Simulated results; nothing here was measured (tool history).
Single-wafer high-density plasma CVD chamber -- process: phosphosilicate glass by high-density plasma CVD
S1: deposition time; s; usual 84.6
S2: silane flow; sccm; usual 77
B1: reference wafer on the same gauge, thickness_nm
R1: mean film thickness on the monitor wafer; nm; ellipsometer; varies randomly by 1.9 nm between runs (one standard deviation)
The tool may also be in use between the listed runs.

| run | hour | S1 | S2 | B1 | R1 |
|---|---|---|---|---|---|
| 1 | 0.0 | 84.6 | 73 | 645.695 | 627.907 |
| 2 | 38.7 | 84.6 | 73 | 646.283 | 625.763 |
| 3 | 107.6 | 84.6 | 77 | 645.411 | 654.787 |
| 4 | 150.2 | 84.6 | 77 | 646.455 | 656.890 |
| 5 | 185.8 | 84.6 | 77 | 646.068 | 654.444 |
| 6 | 217.2 | 84.6 | 77 | 645.694 | 654.763 |
| 7 | 277.8 | 84.6 | 77 | 646.406 | 654.043 |
| 8 | 305.7 | 84.6 | 77 | 646.613 | 651.865 |
| 9 | 366.5 | 84.6 | 66 | 645.773 | 556.143 |
| 10 | 414.8 | 91.3 | 77 | 645.914 | 698.824 |
| 11 | 563.9 | 95.0 | 92 | 645.932 | 863.797 |
| 12 | 618.2 | 70.0 | 77 | 645.198 | 553.732 |
| 13 | 664.3 | 84.6 | 91 | 646.512 | 788.920 |
| 14 | 714.6 | 84.6 | 86 | 646.039 | 743.243 |
| 15 | 756.1 | 84.6 | 77 | 645.893 | 668.572 |
| 16 | 799.1 | 84.6 | 77 | 646.044 | 669.404 |
| 17 | 860.2 | 92.7 | 72 | 645.927 | 682.069 |
| 18 | 929.4 | 93.4 | 67 | 645.941 | 638.211 |

Missing from the log above: 2 entries noted between runs. For each, name the pair of listed runs it sits between and say how the tool's hidden condition differs from the listed run just before to the listed run just after:
In the gap between runs 11 and 12: gauge calibrated (hour 578.5); silane flow controller replaced (hour 586.1)
  delivered silane flow above the setpoint (%): -3.42 -> -0.232
  what was measured, less what the result would be without the hidden state, R1: -30.623 -> -1.288 nm
